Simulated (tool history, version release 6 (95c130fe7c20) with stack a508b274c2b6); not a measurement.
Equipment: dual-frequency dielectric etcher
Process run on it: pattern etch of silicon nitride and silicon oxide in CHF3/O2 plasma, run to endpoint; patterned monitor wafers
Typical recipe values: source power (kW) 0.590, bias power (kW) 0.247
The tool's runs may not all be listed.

run	day	source power (kW)	bias power (kW)	wafers since the last listed run	hours since the last wet clean	hours since the last source power generator calibration	hours since the last bias power generator calibration	hours since the last upper electrode change	incoming incoming film thickness, nm	endpoint time (s)
1	0.000	0.590	0.247	0	239.0	3332.6	3505.5	4005.3	269.5	166.5
2	3.867	0.590	0.247	731	331.8	3425.4	3598.3	4098.1	269.1	164.6
3	5.758	0.590	0.247	357	377.2	3470.8	3643.7	4143.5	271.4	166.7
# day 10.488: wet clean of the chamber
4	10.508	0.590	0.247	709	0.5	3584.8	3757.7	4257.5	267.1	172.1
5	13.250	0.590	0.247	518	66.3	3650.6	3823.5	4323.3	270.5	178.9
6	15.175	0.520	0.247	364	112.5	3696.8	3869.7	4369.5	269.2	184.8
# day 18.075: wet clean of the chamber, repeated, since the last time left the tool worse
7	18.421	0.520	0.247	424	8.3	3774.7	3947.6	4447.4	269.3	174.3
8	20.850	0.520	0.247	459	66.6	3833.0	4005.9	4505.7	269.7	175.7
9	23.667	0.590	0.247	532	134.2	3900.6	4073.5	4573.3	270.3	166.7
# day 25.483: bias power generator calibrated
10	27.371	0.590	0.247	668	223.1	3989.5	45.3	4662.2	268.6	166.6
11	30.150	0.700	0.201	525	289.8	4056.2	112.0	4728.9	269.6	167.4
# day 32.600: upper electrode replaced
12	32.621	0.590	0.189	278	349.1	4115.5	171.3	0.5	267.9	182.5
# day 34.883: wet clean of the chamber
# day 35.092: source power generator calibrated
13	36.308	0.470	0.205	476	34.2	29.2	259.8	89.0	269.6	198.7
14	38.858	0.670	0.223	482	95.4	90.4	321.0	150.2	268.8	164.0
15	41.908	0.530	0.265	576	168.6	163.6	394.2	223.4	269.4	170.4
16	44.533	0.740	0.263	496	231.6	226.6	457.2	286.4	268.1	146.4
17	46.608	0.590	0.301	392	281.4	276.4	507.0	336.2	269.2	157.6
18	49.142	0.450	0.302	479	342.2	337.2	567.8	397.0	267.4	177.1
19	50.667	0.590	0.247	288	378.8	373.8	604.4	433.6	269.4	171.4
# day 51.729: wet clean of the chamber
20	52.312	0.590	0.247	122	14.0	413.3	643.9	473.1	270.2	165.4
21	55.717	0.590	0.247	643	95.7	495.0	725.6	554.8	268.9	165.4

Each run again, without the hidden state but with its own random variation kept:
Hidden state at play: etch rate over this chamber's usual, %; source power that arrives over what is set, %; bias power that arrives over what is set, %.
run	endpoint time (s)
1	164.0
2	161.0
3	162.5
4	162.5
5	168.1
6	172.9
7	174.4
8	175.0
9	165.2
10	164.0
11	164.0
12	178.0
13	197.0
14	161.9
15	167.3
16	143.1
17	153.4
18	171.6
19	165.6
20	165.6
21	164.7
